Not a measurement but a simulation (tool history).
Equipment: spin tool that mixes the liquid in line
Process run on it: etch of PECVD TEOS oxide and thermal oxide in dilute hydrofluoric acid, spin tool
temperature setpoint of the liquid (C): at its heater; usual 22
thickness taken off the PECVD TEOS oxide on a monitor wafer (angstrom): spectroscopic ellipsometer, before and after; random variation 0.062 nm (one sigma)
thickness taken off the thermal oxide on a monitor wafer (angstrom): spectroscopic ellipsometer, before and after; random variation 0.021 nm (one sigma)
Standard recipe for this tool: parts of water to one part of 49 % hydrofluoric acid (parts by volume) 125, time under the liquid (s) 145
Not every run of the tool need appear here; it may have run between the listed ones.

run   hour  temperature setpoint of the liquid (C)  parts of water to one part of 49 % hydrofluoric acid (parts by volume)  time under the liquid (s)  wafers since the last listed run  hours since the thermometer was replaced  hours since the hydrofluoric acid flow meter was replaced  hours since the gauge calibration  read-back film thickness of the PECVD TEOS oxide reference wafer, read on the same gauge (nm)  read-back film thickness of the thermal oxide reference wafer, read on the same gauge (nm)  thickness taken off the PECVD TEOS oxide on a monitor wafer (angstrom)  thickness taken off the thermal oxide on a monitor wafer (angstrom)
  1      0                                      22                                                                     125                        145                                 0                                     666.8                                                      850.9                               61.1                                                                                         139.99                                                                                      120.01                                                                   103.7                                                                 44.7
  2   12.9                                      22                                                                      85                        145                               113                                     679.7                                                      863.8                                 74                                                                                         140.01                                                                                      119.98                                                                   160.7                                                                 68.9
  3   43.5                                      22                                                                      85                        145                               268                                     710.3                                                      894.4                              104.6                                                                                         139.99                                                                                      119.97                                                                   158.6                                                                 68.1
  4   50.1                                      22                                                                      85                        145                                57                                     716.9                                                        901                              111.2                                                                                            140                                                                                      120.05                                                                   157.8                                                                 68.6
  5   84.8                                      22                                                                     125                        145                               304                                     751.6                                                      935.7                              145.9                                                                                            140                                                                                      120.05                                                                   102.5                                                                 44.3
  6   93.8                                      22                                                                     125                        145                                78                                     760.6                                                      944.7                              154.9                                                                                         140.01                                                                                      120.02                                                                   102.2                                                                 44.3
  7  109.5                                      22                                                                     125                        200                               137                                     776.3                                                      960.4                              170.6                                                                                            140                                                                                      119.99                                                                   140.6                                                                 61.1
  8  125.9                                      22                                                                     125                        200                               143                                     792.7                                                      976.8                                187                                                                                         140.01                                                                                      120.06                                                                   141.4                                                                 61.1
     126.2  -- gauge calibrated
  9  136.5                                    26.5                                                                     125                        145                                93                                     803.3                                                      987.4                               10.3                                                                                         139.99                                                                                      119.96                                                                   123.7                                                                 52.6
 10  151.4                                    23.5                                                                      65                        220                               130                                     818.2                                                     1002.3                               25.2                                                                                         139.99                                                                                      120.02                                                                   339.8                                                                145.6
     152.5  -- thermometer replaced
     156.7  -- hydrofluoric acid flow meter replaced
 11  165.2                                      22                                                                     125                        145                               103                                      12.7                                                        8.5                                 39                                                                                            140                                                                                      119.99                                                                    99.5                                                                 42.2
 12  182.8                                      22                                                                     125                        145                               154                                      30.3                                                       26.1                               56.6                                                                                         140.01                                                                                      119.97                                                                    97.5                                                                   42
     198.1  -- thermometer replaced, repeated, since the last time left the tool worse
 13  198.6                                      26                                                                     160                        220                               129                                       0.5                                                       41.9                               72.4                                                                                            140                                                                                      120.02                                                                   147.6                                                                 62.6
 14  204.4                                      22                                                                      75                         75                                50                                       6.3                                                       47.7                               78.2                                                                                         140.01                                                                                         120                                                                   100.1                                                                 43.6

The next listed run, before its measurement:
 15   222                                    24.5                                                                     155                        120                               154                                      23.9                                                       65.3                               95.8                                                                                              ?                                                                                           ?                                                                       ?                                                                    ?

read-back film thickness of the PECVD TEOS oxide reference wafer, read on the same gauge (nm): 140.01
read-back film thickness of the thermal oxide reference wafer, read on the same gauge (nm): 119.98
thickness taken off the PECVD TEOS oxide on a monitor wafer (angstrom): 77.8
thickness taken off the thermal oxide on a monitor wafer (angstrom): 33.5
The same run, on a tool lacking any hidden state, would have yielded thickness taken off the PECVD TEOS oxide on a monitor wafer (angstrom) 78.6, thickness taken off the thermal oxide on a monitor wafer (angstrom) 33.8.

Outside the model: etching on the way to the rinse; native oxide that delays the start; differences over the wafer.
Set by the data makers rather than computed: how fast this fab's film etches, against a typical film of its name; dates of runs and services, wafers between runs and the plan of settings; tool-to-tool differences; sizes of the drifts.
